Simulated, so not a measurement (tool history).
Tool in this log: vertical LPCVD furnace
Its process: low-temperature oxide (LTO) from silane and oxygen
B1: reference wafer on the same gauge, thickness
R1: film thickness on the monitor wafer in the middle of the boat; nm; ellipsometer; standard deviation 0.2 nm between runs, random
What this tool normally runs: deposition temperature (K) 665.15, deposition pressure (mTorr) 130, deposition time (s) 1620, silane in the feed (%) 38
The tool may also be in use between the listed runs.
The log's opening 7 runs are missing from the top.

{"run": 8, "hour": 92.1, "deposition temperature (K)": 665.15, "deposition pressure (mTorr)": 130, "deposition time (s)": 1620, "silane in the feed (%)": 40, "B1": 125.99, "R1": 146.51}
{"run": 9, "hour": 108.2, "deposition temperature (K)": 665.15, "deposition pressure (mTorr)": 130, "deposition time (s)": 1620, "silane in the feed (%)": 40, "B1": 126.02, "R1": 146.29}
{"run": 10, "hour": 116.4, "deposition temperature (K)": 659.15, "deposition pressure (mTorr)": 130, "deposition time (s)": 1620, "silane in the feed (%)": 34, "B1": 126.01, "R1": 110.15}
{"hour": 146.3, "done": "silane flow controller replaced"}
{"run": 11, "hour": 146.8, "deposition temperature (K)": 659.15, "deposition pressure (mTorr)": 130, "deposition time (s)": 1620, "silane in the feed (%)": 34, "B1": 126.02, "R1": 109.99}
{"run": 12, "hour": 150.1, "deposition temperature (K)": 659.15, "deposition pressure (mTorr)": 130, "deposition time (s)": 1620, "silane in the feed (%)": 34, "B1": 125.99, "R1": 110.17}
{"run": 13, "hour": 160.7, "deposition temperature (K)": 665.15, "deposition pressure (mTorr)": 130, "deposition time (s)": 1620, "silane in the feed (%)": 38, "B1": 126.04, "R1": 137.5}
{"run": 14, "hour": 172.2, "deposition temperature (K)": 665.15, "deposition pressure (mTorr)": 130, "deposition time (s)": 1830, "silane in the feed (%)": 34, "B1": 125.98, "R1": 133.68}
{"hour": 203.7, "done": "pressure gauge zeroed"}
{"hour": 211.7, "done": "thermocouples replaced and temperature profile calibrated"}
{"run": 15, "hour": 212.2, "deposition temperature (K)": 665.15, "deposition pressure (mTorr)": 160, "deposition time (s)": 1080, "silane in the feed (%)": 34, "B1": 125.98, "R1": 91.38}
{"run": 16, "hour": 215.4, "deposition temperature (K)": 665.15, "deposition pressure (mTorr)": 130, "deposition time (s)": 1200, "silane in the feed (%)": 38, "B1": 125.98, "R1": 95.42}
{"run": 17, "hour": 218.7, "deposition temperature (K)": 665.15, "deposition pressure (mTorr)": 130, "deposition time (s)": 1620, "silane in the feed (%)": 38, "B1": 126, "R1": 129}
{"run": 18, "hour": 224.1, "deposition temperature (K)": 656.15, "deposition pressure (mTorr)": 100, "deposition time (s)": 1440, "silane in the feed (%)": 32, "B1": 126.01, "R1": 62.32}
{"run": 19, "hour": 241.0, "deposition temperature (K)": 675.15, "deposition pressure (mTorr)": 110, "deposition time (s)": 1080, "silane in the feed (%)": 45, "B1": 125.98, "R1": 98.89}
{"hour": 247.3, "done": "gauge calibrated"}
{"run": 20, "hour": 248.1, "deposition temperature (K)": 656.15, "deposition pressure (mTorr)": 130, "deposition time (s)": 1620, "silane in the feed (%)": 38, "B1": 126.02, "R1": 116.22}
{"run": 21, "hour": 265.1, "deposition temperature (K)": 665.15, "deposition pressure (mTorr)": 150, "deposition time (s)": 1260, "silane in the feed (%)": 38, "B1": 126, "R1": 115.75}
{"run": 22, "hour": 275.0, "deposition temperature (K)": 671.15, "deposition pressure (mTorr)": 130, "deposition time (s)": 1620, "silane in the feed (%)": 38, "B1": 125.99, "R1": 138.27}
{"run": 23, "hour": 289.0, "deposition temperature (K)": 665.15, "deposition pressure (mTorr)": 130, "deposition time (s)": 1620, "silane in the feed (%)": 45, "B1": 126.02, "R1": 157.49}
{"run": 24, "hour": 300.3, "deposition temperature (K)": 671.15, "deposition pressure (mTorr)": 130, "deposition time (s)": 1620, "silane in the feed (%)": 38, "B1": 126.01, "R1": 138.31}
{"run": 25, "hour": 316.3, "deposition temperature (K)": 665.15, "deposition pressure (mTorr)": 130, "deposition time (s)": 1620, "silane in the feed (%)": 41, "B1": 126.02, "R1": 142.14}
{"run": 26, "hour": 330.9, "deposition temperature (K)": 670.15, "deposition pressure (mTorr)": 145, "deposition time (s)": 1620, "silane in the feed (%)": 43, "B1": 126.02, "R1": 177.14}
{"run": 27, "hour": 344.1, "deposition temperature (K)": 665.15, "deposition pressure (mTorr)": 130, "deposition time (s)": 2070, "silane in the feed (%)": 38, "B1": 126.01, "R1": 165.49}
{"run": 28, "hour": 357.4, "deposition temperature (K)": 665.15, "deposition pressure (mTorr)": 130, "deposition time (s)": 1620, "silane in the feed (%)": 38, "B1": 125.99, "R1": 129.72}

Run 29, settings as shown, results not yet in. Your forecast:
{"run": 29, "hour": 367.0, "deposition temperature (K)": 665.15, "deposition pressure (mTorr)": 130, "deposition time (s)": 1620, "silane in the feed (%)": 38, "B1": "?", "R1": "?"}

B1: 126.04
R1: 129.47 nm
Minus the tool's unlogged condition, the same run would have read R1 130.3 nm.

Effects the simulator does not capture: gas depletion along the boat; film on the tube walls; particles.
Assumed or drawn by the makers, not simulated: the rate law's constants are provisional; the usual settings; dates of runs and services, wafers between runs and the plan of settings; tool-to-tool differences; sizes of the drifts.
